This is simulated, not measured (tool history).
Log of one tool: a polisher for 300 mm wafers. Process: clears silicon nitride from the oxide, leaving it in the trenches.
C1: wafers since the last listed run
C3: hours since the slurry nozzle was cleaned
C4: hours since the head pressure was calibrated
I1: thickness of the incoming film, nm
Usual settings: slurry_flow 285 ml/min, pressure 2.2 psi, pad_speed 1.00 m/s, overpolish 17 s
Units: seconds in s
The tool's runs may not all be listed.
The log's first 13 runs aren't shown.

{"run": 14, "day": 6.1, "slurry_flow": 285, "pressure": 2.2, "pad_speed": 1.0, "overpolish": 17, "C1": 23, "wafers polished on this pad": 28, "C3": 616.7, "C4": 349.8, "I1": 75.5, "seconds": 123.4}
{"run": 15, "day": 6.512, "slurry_flow": 285, "pressure": 2.2, "pad_speed": 1.0, "overpolish": 17, "C1": 92, "wafers polished on this pad": 120, "C3": 626.6, "C4": 359.7, "I1": 75.2, "seconds": 127.4}
{"day": 6.662, "done": "slurry nozzle cleaned"}
{"run": 16, "day": 7.208, "slurry_flow": 285, "pressure": 2.2, "pad_speed": 1.0, "overpolish": 17, "C1": 146, "wafers polished on this pad": 266, "C3": 13.1, "C4": 376.4, "I1": 75.2, "seconds": 124.4}
{"run": 17, "day": 7.692, "slurry_flow": 285, "pressure": 2.2, "pad_speed": 1.0, "overpolish": 17, "C1": 107, "wafers polished on this pad": 374, "C3": 24.7, "C4": 388.0, "I1": 76.0, "seconds": 128.0}
{"day": 8.238, "done": "head pressure recalibrated"}
{"run": 18, "day": 9.092, "slurry_flow": 285, "pressure": 2.2, "pad_speed": 1.0, "overpolish": 17, "C1": 293, "wafers polished on this pad": 667, "C3": 58.3, "C4": 20.5, "I1": 74.1, "seconds": 112.3}
{"run": 19, "day": 9.792, "slurry_flow": 230, "pressure": 2.2, "pad_speed": 1.0, "overpolish": 27, "C1": 156, "wafers polished on this pad": 824, "C3": 75.1, "C4": 37.3, "I1": 76.4, "seconds": 118.9}
{"run": 20, "day": 10.275, "slurry_flow": 285, "pressure": 2.2, "pad_speed": 1.0, "overpolish": 23, "C1": 107, "wafers polished on this pad": 932, "C3": 86.7, "C4": 48.9, "I1": 75.4, "seconds": 114.1}
{"run": 21, "day": 10.529, "slurry_flow": 335, "pressure": 2.2, "pad_speed": 1.0, "overpolish": 17, "C1": 56, "wafers polished on this pad": 988, "C3": 92.8, "C4": 55.0, "I1": 74.8, "seconds": 112.5}
{"day": 10.867, "done": "worn pad replaced by a new one"}
{"run": 22, "day": 11.042, "slurry_flow": 285, "pressure": 1.4, "pad_speed": 1.0, "overpolish": 17, "C1": 77, "wafers polished on this pad": 38, "C3": 105.1, "C4": 67.3, "I1": 75.5, "seconds": 186.7}
{"run": 23, "day": 11.683, "slurry_flow": 380, "pressure": 2.2, "pad_speed": 1.0, "overpolish": 17, "C1": 143, "wafers polished on this pad": 181, "C3": 120.5, "C4": 82.7, "I1": 76.0, "seconds": 119.5}
{"run": 24, "day": 12.254, "slurry_flow": 285, "pressure": 2.2, "pad_speed": 0.68, "overpolish": 17, "C1": 127, "wafers polished on this pad": 309, "C3": 134.2, "C4": 96.4, "I1": 73.9, "seconds": 143.6}
{"run": 25, "day": 12.696, "slurry_flow": 200, "pressure": 2.2, "pad_speed": 1.0, "overpolish": 24, "C1": 98, "wafers polished on this pad": 407, "C3": 144.8, "C4": 107.0, "I1": 75.0, "seconds": 122.5}
{"run": 26, "day": 13.308, "slurry_flow": 335, "pressure": 2.2, "pad_speed": 1.28, "overpolish": 22, "C1": 136, "wafers polished on this pad": 544, "C3": 159.5, "C4": 121.7, "I1": 75.7, "seconds": 100.3}
{"run": 27, "day": 13.875, "slurry_flow": 350, "pressure": 1.9, "pad_speed": 1.0, "overpolish": 17, "C1": 126, "wafers polished on this pad": 671, "C3": 173.1, "C4": 135.3, "I1": 74.6, "seconds": 137.2}
{"run": 28, "day": 14.129, "slurry_flow": 285, "pressure": 2.2, "pad_speed": 1.0, "overpolish": 17, "C1": 56, "wafers polished on this pad": 727, "C3": 179.2, "C4": 141.4, "I1": 74.9, "seconds": 119.7}
{"run": 29, "day": 14.425, "slurry_flow": 285, "pressure": 2.2, "pad_speed": 1.0, "overpolish": 17, "C1": 66, "wafers polished on this pad": 793, "C3": 186.3, "C4": 148.5, "I1": 73.8, "seconds": 119.7}
{"run": 30, "day": 14.975, "slurry_flow": 285, "pressure": 2.9, "pad_speed": 1.3, "overpolish": 17, "C1": 122, "wafers polished on this pad": 916, "C3": 199.5, "C4": 161.7, "I1": 75.8, "seconds": 76.7}
{"run": 31, "day": 15.454, "slurry_flow": 285, "pressure": 2.2, "pad_speed": 1.2, "overpolish": 11, "C1": 106, "wafers polished on this pad": 1023, "C3": 211.0, "C4": 173.2, "I1": 73.9, "seconds": 107.0}
{"run": 32, "day": 15.95, "slurry_flow": 375, "pressure": 2.2, "pad_speed": 1.32, "overpolish": 22, "C1": 110, "wafers polished on this pad": 1134, "C3": 222.9, "C4": 185.1, "I1": 75.7, "seconds": 99.1}
{"day": 16.188, "done": "worn pad replaced by a new one"}
{"run": 33, "day": 16.283, "slurry_flow": 285, "pressure": 2.2, "pad_speed": 1.0, "overpolish": 17, "C1": 37, "wafers polished on this pad": 21, "C3": 230.9, "C4": 193.1, "I1": 75.4, "seconds": 120.8}
{"run": 34, "day": 16.554, "slurry_flow": 375, "pressure": 2.2, "pad_speed": 0.72, "overpolish": 22, "C1": 60, "wafers polished on this pad": 82, "C3": 237.4, "C4": 199.6, "I1": 76.3, "seconds": 149.4}
{"run": 35, "day": 16.821, "slurry_flow": 285, "pressure": 2.2, "pad_speed": 1.0, "overpolish": 17, "C1": 59, "wafers polished on this pad": 141, "C3": 243.8, "C4": 206.0, "I1": 76.1, "seconds": 126.8}
{"run": 36, "day": 17.433, "slurry_flow": 285, "pressure": 2.9, "pad_speed": 1.0, "overpolish": 17, "C1": 136, "wafers polished on this pad": 278, "C3": 258.5, "C4": 220.7, "I1": 75.6, "seconds": 92.3}
{"run": 37, "day": 17.862, "slurry_flow": 370, "pressure": 2.2, "pad_speed": 1.0, "overpolish": 17, "C1": 95, "wafers polished on this pad": 374, "C3": 268.8, "C4": 231.0, "I1": 73.9, "seconds": 118.3}

Forecast each of these 3 alternatives for the next run:
{"run": "A", "day": 17.883, "slurry_flow": 285, "pressure": 2.2, "pad_speed": 0.66, "overpolish": 17, "C1": 4, "wafers polished on this pad": 378, "C3": 269.3, "C4": 231.5, "I1": 75.8, "seconds": "?"}
{"run": "B", "day": 17.883, "slurry_flow": 350, "pressure": 2.9, "pad_speed": 1.0, "overpolish": 17, "C1": 4, "wafers polished on this pad": 378, "C3": 269.3, "C4": 231.5, "I1": 75.8, "seconds": "?"}
{"run": "C", "day": 17.883, "slurry_flow": 310, "pressure": 2.2, "pad_speed": 1.0, "overpolish": 17, "C1": 4, "wafers polished on this pad": 378, "C3": 269.3, "C4": 231.5, "I1": 75.8, "seconds": "?"}

run=A seconds=161.9
run=B seconds=94.7
run=C seconds=126.0
Without the tool's hidden state the same runs would have given:
run=A seconds=144.9
run=B seconds=84.8
run=C seconds=112.8
